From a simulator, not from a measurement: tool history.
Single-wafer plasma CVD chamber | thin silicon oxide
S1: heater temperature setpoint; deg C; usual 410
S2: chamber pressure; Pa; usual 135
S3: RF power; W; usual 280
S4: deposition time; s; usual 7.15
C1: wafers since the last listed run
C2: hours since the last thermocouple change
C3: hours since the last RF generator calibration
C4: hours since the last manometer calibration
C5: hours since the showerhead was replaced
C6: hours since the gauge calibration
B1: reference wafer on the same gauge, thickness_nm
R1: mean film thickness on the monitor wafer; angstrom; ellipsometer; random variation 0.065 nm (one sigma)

| run | day | S1 | S2 | S3 | S4 | C1 | C2 | C3 | C4 | C5 | C6 | B1 | R1 |
|---|---|---|---|---|---|---|---|---|---|---|---|---|---|
| 1 | 0.000 | 410 | 135 | 280 | 7.15 | 0 | 2096.1 | 1485.6 | 1409.0 | 5297.2 | 424.7 | 14.557 | 138.30 |
| 2 | 0.812 | 410 | 135 | 280 | 7.15 | 511 | 2115.6 | 1505.1 | 1428.5 | 5316.7 | 444.2 | 14.543 | 139.08 |
| 3 | 1.571 | 410 | 135 | 280 | 7.15 | 477 | 2133.8 | 1523.3 | 1446.7 | 5334.9 | 462.4 | 14.540 | 137.90 |
| 4 | 2.575 | 410 | 135 | 280 | 7.15 | 631 | 2157.9 | 1547.4 | 1470.8 | 5359.0 | 486.5 | 14.525 | 138.03 |
| 5 | 3.354 | 410 | 135 | 280 | 7.15 | 490 | 2176.6 | 1566.1 | 1489.5 | 5377.7 | 505.2 | 14.519 | 137.31 |
| 6 | 4.342 | 410 | 135 | 280 | 7.15 | 621 | 2200.3 | 1589.8 | 1513.2 | 5401.4 | 528.9 | 14.483 | 136.43 |
| 7 | 5.392 | 410 | 135 | 280 | 8.09 | 660 | 2225.5 | 1615.0 | 1538.4 | 5426.6 | 554.1 | 14.475 | 154.80 |
|  | 5.483 | gauge calibrated |
| 8 | 6.188 | 410 | 135 | 280 | 8.09 | 500 | 2244.6 | 1634.1 | 1557.5 | 5445.7 | 16.9 | 14.788 | 158.97 |
| 9 | 7.596 | 410 | 135 | 280 | 8.09 | 886 | 2278.4 | 1667.9 | 1591.3 | 5479.5 | 50.7 | 14.754 | 158.44 |
|  | 8.092 | showerhead replaced |
| 10 | 8.829 | 419 | 115 | 280 | 7.15 | 566 | 2308.0 | 1697.5 | 1620.9 | 17.7 | 80.3 | 14.745 | 123.30 |
|  | 9.671 | thermocouple changed; heater temperature recalibrated |
| 11 | 9.692 | 419 | 115 | 280 | 7.15 | 332 | 0.5 | 1718.2 | 1641.6 | 38.4 | 101.0 | 14.741 | 122.93 |
|  | 10.221 | RF generator calibrated |
| 12 | 11.046 | 419 | 115 | 280 | 7.15 | 642 | 33.0 | 19.8 | 1674.1 | 70.9 | 133.5 | 14.702 | 124.49 |
| 13 | 12.242 | 418 | 124 | 260 | 8.11 | 752 | 61.7 | 48.5 | 1702.8 | 99.6 | 162.2 | 14.692 | 143.35 |
| 14 | 13.396 | 410 | 135 | 280 | 7.58 | 726 | 89.4 | 76.2 | 1730.5 | 127.3 | 189.9 | 14.682 | 146.61 |
| 15 | 14.100 | 399 | 159 | 280 | 8.50 | 443 | 106.3 | 93.1 | 1747.4 | 144.2 | 206.8 | 14.664 | 183.97 |
|  | 14.554 | capacitance manometer re-zeroed and calibrated |
| 16 | 14.746 | 416 | 135 | 330 | 7.15 | 196 | 121.8 | 108.6 | 4.6 | 159.7 | 222.3 | 14.661 | 147.79 |
| 17 | 15.408 | 410 | 112 | 280 | 7.15 | 416 | 137.7 | 124.5 | 20.5 | 175.6 | 238.2 | 14.650 | 121.59 |
| 18 | 16.250 | 410 | 135 | 280 | 6.12 | 529 | 157.9 | 144.7 | 40.7 | 195.8 | 258.4 | 14.644 | 117.30 |
| 19 | 17.579 | 420 | 159 | 260 | 5.81 | 836 | 189.8 | 176.6 | 72.6 | 227.7 | 290.3 | 14.623 | 119.90 |
| 20 | 18.492 | 424 | 135 | 280 | 7.15 | 574 | 211.7 | 198.5 | 94.5 | 249.6 | 312.2 | 14.609 | 137.57 |
| 21 | 20.688 | 410 | 135 | 280 | 7.15 | 1381 | 264.4 | 251.2 | 147.2 | 302.3 | 364.9 | 14.581 | 137.57 |
| 22 | 21.725 | 410 | 135 | 330 | 7.15 | 652 | 289.3 | 276.1 | 172.1 | 327.2 | 389.8 | 14.562 | 147.48 |
| 23 | 23.179 | 410 | 135 | 280 | 7.15 | 915 | 324.2 | 311.0 | 207.0 | 362.1 | 424.7 | 14.549 | 137.35 |
| 24 | 23.854 | 401 | 101 | 305 | 7.15 | 424 | 340.4 | 327.2 | 223.2 | 378.3 | 440.9 | 14.527 | 115.72 |
| 25 | 25.008 | 410 | 135 | 280 | 7.15 | 726 | 368.1 | 354.9 | 250.9 | 406.0 | 468.6 | 14.516 | 137.96 |
|  | 26.008 | gauge calibrated |
| 26 | 26.425 | 405 | 163 | 320 | 7.15 | 891 | 402.1 | 388.9 | 284.9 | 440.0 | 10.0 | 14.796 | 166.01 |
| 27 | 27.458 | 410 | 135 | 295 | 7.94 | 650 | 426.9 | 413.7 | 309.7 | 464.8 | 34.8 | 14.763 | 158.34 |
| 28 | 28.162 | 410 | 135 | 320 | 7.15 | 443 | 443.8 | 430.6 | 326.6 | 481.7 | 51.7 | 14.762 | 147.29 |

Forecast each of these 5 alternatives for the next run:
| A | 28.179 | 410 | 135 | 280 | 6.35 | 10 | 444.2 | 431.0 | 327.0 | 482.1 | 52.1 | ? | ? |
| B | 28.179 | 397 | 135 | 315 | 7.15 | 10 | 444.2 | 431.0 | 327.0 | 482.1 | 52.1 | ? | ? |
| C | 28.179 | 410 | 135 | 330 | 8.26 | 10 | 444.2 | 431.0 | 327.0 | 482.1 | 52.1 | ? | ? |
| D | 28.179 | 410 | 135 | 310 | 7.64 | 10 | 444.2 | 431.0 | 327.0 | 482.1 | 52.1 | ? | ? |
| E | 28.179 | 395 | 135 | 325 | 8.31 | 10 | 444.2 | 431.0 | 327.0 | 482.1 | 52.1 | ? | ? |

| run | B1 | R1 |
|---|---|---|
| A | 14.774 | 124.53 |
| B | 14.774 | 148.40 |
| C | 14.774 | 172.84 |
| D | 14.774 | 156.08 |
| E | 14.774 | 174.77 |
Without the tool's hidden state the same runs would have given:
| run | R1 |
|---|---|
| A | 124.81 |
| B | 148.73 |
| C | 173.22 |
| D | 156.42 |
| E | 175.16 |
